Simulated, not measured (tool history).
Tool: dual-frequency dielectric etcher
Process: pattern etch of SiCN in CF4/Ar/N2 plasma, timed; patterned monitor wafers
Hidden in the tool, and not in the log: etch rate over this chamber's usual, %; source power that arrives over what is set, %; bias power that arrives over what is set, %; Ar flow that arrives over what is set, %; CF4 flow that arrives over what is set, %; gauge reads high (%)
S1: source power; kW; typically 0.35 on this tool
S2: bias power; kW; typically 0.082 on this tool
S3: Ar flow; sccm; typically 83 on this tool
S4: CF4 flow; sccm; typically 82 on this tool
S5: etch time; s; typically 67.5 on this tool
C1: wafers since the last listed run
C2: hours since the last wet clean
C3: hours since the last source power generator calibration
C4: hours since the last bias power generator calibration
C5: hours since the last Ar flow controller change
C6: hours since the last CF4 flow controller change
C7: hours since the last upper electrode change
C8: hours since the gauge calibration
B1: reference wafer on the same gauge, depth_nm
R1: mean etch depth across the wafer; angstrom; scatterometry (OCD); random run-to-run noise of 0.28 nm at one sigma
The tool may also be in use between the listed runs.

run 1 hour=0 | S1=0.35 S2=0.082 S3=83 S4=82 S5=67.5 | C1=0 C2=380.9 C3=2872.7 C4=3560.3 C5=53 C6=2561.9 C7=4914 C8=1506.2 | B1=40.4 | R1=452
run 2 hour=50.5 | S1=0.35 S2=0.082 S3=83 S4=82 S5=67.5 | C1=682 C2=431.4 C3=2923.2 C4=3610.8 C5=103.5 C6=2612.4 C7=4964.5 C8=1556.7 | B1=40.3 | R1=451
run 3 hour=97.6 | S1=0.35 S2=0.082 S3=83 S4=82 S5=67.5 | C1=636 C2=478.5 C3=2970.3 C4=3657.9 C5=150.6 C6=2659.5 C7=5011.6 C8=1603.8 | B1=40.4 | R1=449
-- hour=105.6 bias power generator calibrated
-- hour=130.5 wet clean of the chamber
run 4 hour=131.2 | S1=0.35 S2=0.082 S3=83 S4=82 S5=67.5 | C1=75 C2=0.7 C3=3003.9 C4=25.6 C5=184.2 C6=2693.1 C7=5045.2 C8=1637.4 | B1=40.3 | R1=448
run 5 hour=157.9 | S1=0.35 S2=0.099 S3=98 S4=74 S5=75 | C1=360 C2=27.4 C3=3030.6 C4=52.3 C5=210.9 C6=2719.8 C7=5071.9 C8=1664.1 | B1=40.3 | R1=523
-- hour=159.9 gauge calibrated
-- hour=321.7 CF4 flow controller replaced
run 6 hour=363.2 | S1=0.38 S2=0.064 S3=83 S4=82 S5=67.5 | C1=2692 C2=232.7 C3=3235.9 C4=257.6 C5=416.2 C6=41.5 C7=5277.2 C8=203.3 | B1=40.3 | R1=444
run 7 hour=406.3 | S1=0.35 S2=0.082 S3=66 S4=82 S5=67.5 | C1=582 C2=275.8 C3=3279 C4=300.7 C5=459.3 C6=84.6 C7=5320.3 C8=246.4 | B1=40.3 | R1=459
-- hour=411 source power generator calibrated
run 8 hour=442 | S1=0.28 S2=0.082 S3=83 S4=82 S5=67.5 | C1=428 C2=311.5 C3=31 C4=336.4 C5=495 C6=120.3 C7=5356 C8=282.1 | B1=40.2 | R1=386
run 9 hour=466 | S1=0.41 S2=0.082 S3=72 S4=98 S5=80.5 | C1=324 C2=335.5 C3=55 C4=360.4 C5=519 C6=144.3 C7=5380 C8=306.1 | B1=40.3 | R1=673
run 10 hour=516 | S1=0.38 S2=0.071 S3=68 S4=82 S5=58 | C1=675 C2=385.5 C3=105 C4=410.4 C5=569 C6=194.3 C7=5430 C8=356.1 | B1=40.4 | R1=426
run 11 hour=581.7 | S1=0.35 S2=0.082 S3=83 S4=82 S5=76 | C1=887 C2=451.2 C3=170.7 C4=476.1 C5=634.7 C6=260 C7=5495.7 C8=421.8 | B1=40.3 | R1=537
run 12 hour=623.2 | S1=0.43 S2=0.094 S3=89 S4=69 S5=67.5 | C1=560 C2=492.7 C3=212.2 C4=517.6 C5=676.2 C6=301.5 C7=5537.2 C8=463.3 | B1=40.3 | R1=584
-- hour=691.8 wet clean of the chamber
run 13 hour=692.3 | S1=0.35 S2=0.082 S3=77 S4=82 S5=50 | C1=609 C2=0.5 C3=281.3 C4=586.7 C5=745.3 C6=370.6 C7=5606.3 C8=532.4 | B1=40.4 | R1=355
run 14 hour=734.4 | S1=0.35 S2=0.082 S3=83 S4=82 S5=82 | C1=568 C2=42.6 C3=323.4 C4=628.8 C5=787.4 C6=412.7 C7=5648.4 C8=574.5 | B1=40.3 | R1=564
run 15 hour=759.9 | S1=0.35 S2=0.082 S3=83 S4=82 S5=82 | C1=344 C2=68.1 C3=348.9 C4=654.3 C5=812.9 C6=438.2 C7=5673.9 C8=600 | B1=40.4 | R1=567
-- hour=815.4 upper electrode replaced
run 16 hour=815.9 | S1=0.43 S2=0.082 S3=83 S4=82 S5=67.5 | C1=432 C2=124.1 C3=404.9 C4=710.3 C5=868.9 C6=494.2 C7=0.5 C8=656 | B1=40.4 | R1=569
run 17 hour=884.1 | S1=0.35 S2=0.082 S3=83 S4=82 S5=67.5 | C1=921 C2=192.3 C3=473.1 C4=778.5 C5=937.1 C6=562.4 C7=68.7 C8=724.2 | B1=40.3 | R1=472
run 18 hour=943 | S1=0.35 S2=0.082 S3=93 S4=82 S5=51.5 | C1=795 C2=251.2 C3=532 C4=837.4 C5=996 C6=621.3 C7=127.6 C8=783.1 | B1=40.3 | R1=355
run 19 hour=987.1 | S1=0.35 S2=0.082 S3=83 S4=82 S5=84.5 | C1=595 C2=295.3 C3=576.1 C4=881.5 C5=1040.1 C6=665.4 C7=171.7 C8=827.2 | B1=40.3 | R1=587
run 20 hour=1047.9 | S1=0.35 S2=0.082 S3=83 S4=82 S5=67.5 | C1=821 C2=356.1 C3=636.9 C4=942.3 C5=1100.9 C6=726.2 C7=232.5 C8=888 | B1=40.3 | R1=474
run 21 hour=1186.3 | S1=0.31 S2=0.082 S3=83 S4=82 S5=67.5 | C1=1869 C2=494.5 C3=775.3 C4=1080.7 C5=1239.3 C6=864.6 C7=370.9 C8=1026.4 | B1=40.4 | R1=419

Entry by entry between the runs, the difference in hidden state between the last listed run before and the first listed run after:
In the gap between runs 3 and 4: bias power generator calibrated (hour 105.6); wet clean of the chamber (hour 130.5)
  source power that arrives over what is set, %: -4.6 -> -4.71
  the result without the hidden state subtracted from the measured one, R1: -20 -> -21 angstrom
In the gap between runs 5 and 6: gauge calibrated (hour 159.9); CF4 flow controller replaced (hour 321.7)
  source power that arrives over what is set, %: -4.8 -> -5.51
  the result without the hidden state subtracted from the measured one, R1: -24 -> -24 angstrom
In the gap between runs 7 and 8: source power generator calibrated (hour 411)
  source power that arrives over what is set, %: -5.67 -> 0.142
  the result without the hidden state subtracted from the measured one, R1: -26 -> +0 angstrom
In the gap between runs 12 and 13: wet clean of the chamber (hour 691.8)
  source power that arrives over what is set, %: 0.117 -> 0.0981
  the result without the hidden state subtracted from the measured one, R1: +1 -> +1 angstrom
In the gap between runs 15 and 16: upper electrode replaced (hour 815.4)
  source power that arrives over what is set, %: 0.0744 -> 0.0509
  the result without the hidden state subtracted from the measured one, R1: +0 -> +0 angstrom
